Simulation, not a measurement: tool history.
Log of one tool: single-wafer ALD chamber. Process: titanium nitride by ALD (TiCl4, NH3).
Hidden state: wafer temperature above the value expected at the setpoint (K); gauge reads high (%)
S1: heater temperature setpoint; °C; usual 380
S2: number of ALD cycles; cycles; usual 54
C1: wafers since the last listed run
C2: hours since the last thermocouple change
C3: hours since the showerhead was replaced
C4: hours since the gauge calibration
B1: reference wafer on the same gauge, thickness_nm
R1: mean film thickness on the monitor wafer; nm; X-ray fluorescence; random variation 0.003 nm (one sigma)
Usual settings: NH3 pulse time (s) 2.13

run 1 hour=0.0 | S1=369 S2=54 NH3_pulse_time_(s)=2.13 | C1=0 C2=1688.2 C3=6654.6 C4=227.9 | B1=1.070 | R1=1.191
run 2 hour=9.6 | S1=369 S2=54 NH3_pulse_time_(s)=2.13 | C1=52 C2=1697.8 C3=6664.2 C4=237.5 | B1=1.069 | R1=1.185
run 3 hour=20.9 | S1=380 S2=54 NH3_pulse_time_(s)=2.13 | C1=62 C2=1709.1 C3=6675.5 C4=248.8 | B1=1.070 | R1=1.210
run 4 hour=37.1 | S1=380 S2=54 NH3_pulse_time_(s)=2.13 | C1=88 C2=1725.3 C3=6691.7 C4=265.0 | B1=1.071 | R1=1.211
run 5 hour=53.9 | S1=380 S2=54 NH3_pulse_time_(s)=2.13 | C1=92 C2=1742.1 C3=6708.5 C4=281.8 | B1=1.070 | R1=1.214
run 6 hour=63.9 | S1=380 S2=47 NH3_pulse_time_(s)=2.13 | C1=54 C2=1752.1 C3=6718.5 C4=291.8 | B1=1.070 | R1=1.049
run 7 hour=79.7 | S1=380 S2=54 NH3_pulse_time_(s)=2.13 | C1=86 C2=1767.9 C3=6734.3 C4=307.6 | B1=1.070 | R1=1.207
run 8 hour=92.0 | S1=380 S2=54 NH3_pulse_time_(s)=2.13 | C1=67 C2=1780.2 C3=6746.6 C4=319.9 | B1=1.069 | R1=1.207
run 9 hour=102.0 | S1=380 S2=54 NH3_pulse_time_(s)=2.13 | C1=54 C2=1790.2 C3=6756.6 C4=329.9 | B1=1.070 | R1=1.204
run 10 hour=115.4 | S1=380 S2=54 NH3_pulse_time_(s)=2.13 | C1=73 C2=1803.6 C3=6770.0 C4=343.3 | B1=1.070 | R1=1.210
run 11 hour=127.3 | S1=380 S2=54 NH3_pulse_time_(s)=2.13 | C1=65 C2=1815.5 C3=6781.9 C4=355.2 | B1=1.070 | R1=1.202
run 12 hour=139.7 | S1=380 S2=54 NH3_pulse_time_(s)=2.13 | C1=68 C2=1827.9 C3=6794.3 C4=367.6 | B1=1.069 | R1=1.206
run 13 hour=149.8 | S1=380 S2=54 NH3_pulse_time_(s)=2.13 | C1=55 C2=1838.0 C3=6804.4 C4=377.7 | B1=1.071 | R1=1.212
run 14 hour=160.9 | S1=380 S2=54 NH3_pulse_time_(s)=2.13 | C1=60 C2=1849.1 C3=6815.5 C4=388.8 | B1=1.071 | R1=1.206
run 15 hour=171.5 | S1=380 S2=54 NH3_pulse_time_(s)=2.13 | C1=58 C2=1859.7 C3=6826.1 C4=399.4 | B1=1.070 | R1=1.208
run 16 hour=182.7 | S1=391 S2=54 NH3_pulse_time_(s)=2.13 | C1=61 C2=1870.9 C3=6837.3 C4=410.6 | B1=1.070 | R1=1.218
run 17 hour=192.8 | S1=391 S2=54 NH3_pulse_time_(s)=2.13 | C1=55 C2=1881.0 C3=6847.4 C4=420.7 | B1=1.071 | R1=1.220
-- hour=201.0 showerhead replaced
run 18 hour=207.0 | S1=380 S2=54 NH3_pulse_time_(s)=2.13 | C1=34 C2=1895.2 C3=6.0 C4=434.9 | B1=1.069 | R1=1.210
run 19 hour=224.2 | S1=380 S2=54 NH3_pulse_time_(s)=2.13 | C1=94 C2=1912.4 C3=23.2 C4=452.1 | B1=1.070 | R1=1.207
run 20 hour=246.9 | S1=380 S2=54 NH3_pulse_time_(s)=2.13 | C1=124 C2=1935.1 C3=45.9 C4=474.8 | B1=1.070 | R1=1.213
run 21 hour=258.9 | S1=390 S2=46 NH3_pulse_time_(s)=2.79 | C1=65 C2=1947.1 C3=57.9 C4=486.8 | B1=1.070 | R1=1.046
run 22 hour=268.2 | S1=391 S2=44 NH3_pulse_time_(s)=2.13 | C1=51 C2=1956.4 C3=67.2 C4=496.1 | B1=1.069 | R1=0.995

Run 23 comes next. What will it give?
run 23 hour=284.5 | S1=380 S2=59 NH3_pulse_time_(s)=2.13 | C1=89 C2=1972.7 C3=83.5 C4=512.4 | B1=? | R1=?

B1: 1.069
R1: 1.319 nm
Without the tool's hidden state the same run would have given R1 1.319 nm.
